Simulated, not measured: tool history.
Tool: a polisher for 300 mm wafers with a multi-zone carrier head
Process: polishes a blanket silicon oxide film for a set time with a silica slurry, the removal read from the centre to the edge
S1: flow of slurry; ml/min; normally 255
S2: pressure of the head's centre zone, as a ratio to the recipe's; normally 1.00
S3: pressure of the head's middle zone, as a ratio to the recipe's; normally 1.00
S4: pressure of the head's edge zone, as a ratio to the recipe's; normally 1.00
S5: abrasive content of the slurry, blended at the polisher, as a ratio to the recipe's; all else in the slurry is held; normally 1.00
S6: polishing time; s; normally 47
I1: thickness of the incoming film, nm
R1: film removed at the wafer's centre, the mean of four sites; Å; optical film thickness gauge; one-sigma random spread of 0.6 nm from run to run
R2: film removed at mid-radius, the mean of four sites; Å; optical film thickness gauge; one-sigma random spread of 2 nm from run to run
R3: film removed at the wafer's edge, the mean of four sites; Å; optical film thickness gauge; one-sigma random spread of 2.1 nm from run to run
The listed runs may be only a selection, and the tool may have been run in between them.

run   hour   S1    S2    S3    S4    S5  S6      I1    R1    R2    R3
  1    0.0  210  1.00  1.00  1.00  1.00  47  1595.9  1662  1465  1507
  2   35.8  210  1.00  1.00  1.00  1.00  47  1590.9  1645  1460  1477
  3   43.1  185  1.00  1.00  1.00  1.00  47  1612.3  1627  1451  1452
      75.3  -- worn pad replaced by a new one
      76.4  -- carrier head's membrane replaced by a new one
  4   81.6  185  1.00  1.00  1.00  1.00  47  1586.1  1672  1510  1481
      90.1  -- centre zone pressure recalibrated
      90.5  -- edge zone pressure recalibrated
  5   91.0  185  1.00  1.00  1.00  1.00  47  1596.1  1516  1441  1480
  6  102.3  255  1.00  1.00  1.00  1.00  47  1569.2  1541  1478  1484
  7  115.6  255  1.00  1.00  1.00  1.00  47  1591.2  1539  1495  1464
  8  122.0  290  1.00  1.00  1.06  1.00  47  1576.3  1539  1527  1504
     143.8  -- slurry nozzle cleaned
  9  160.1  255  0.92  1.00  1.00  1.00  47  1580.5  1390  1480  1487
     165.6  -- worn pad replaced by a new one
 10  167.5  255  1.00  1.00  1.00  1.00  47  1589.3  1551  1507  1524
 11  179.7  255  1.00  1.00  1.00  1.00  47  1588.8  1545  1495  1515
 12  192.1  255  1.00  1.00  1.00  1.20  47  1619.8  1639  1591  1589
 13  202.1  255  1.00  1.00  1.05  1.00  59  1622.5  1918  1840  1938
 14  212.5  255  0.94  1.12  1.00  0.75  55  1593.2  1502  1623  1546

4 options for the next run, each taken on its own from the tool as it stands now. Forecast them:
  A  212.9  255  1.00  1.00  1.04  1.00  47  1573.5   ?   ?   ?
  B  212.9  255  1.00  1.10  1.00  1.00  31  1573.5   ?   ?   ?
  C  212.9  255  1.07  1.08  1.06  1.00  47  1573.5   ?   ?   ?
  D  212.9  255  1.00  0.92  1.00  1.00  47  1573.5   ?   ?   ?

run    R1    R2    R3
  A  1527  1455  1507
  B  1007  1004   975
  C  1635  1508  1521
  D  1526  1401  1480
Without the tool's unlogged condition, the same runs would have read:
run    R1    R2    R3
  A  1588  1491  1545
  B  1048  1029   999
  C  1700  1545  1559
  D  1587  1437  1517
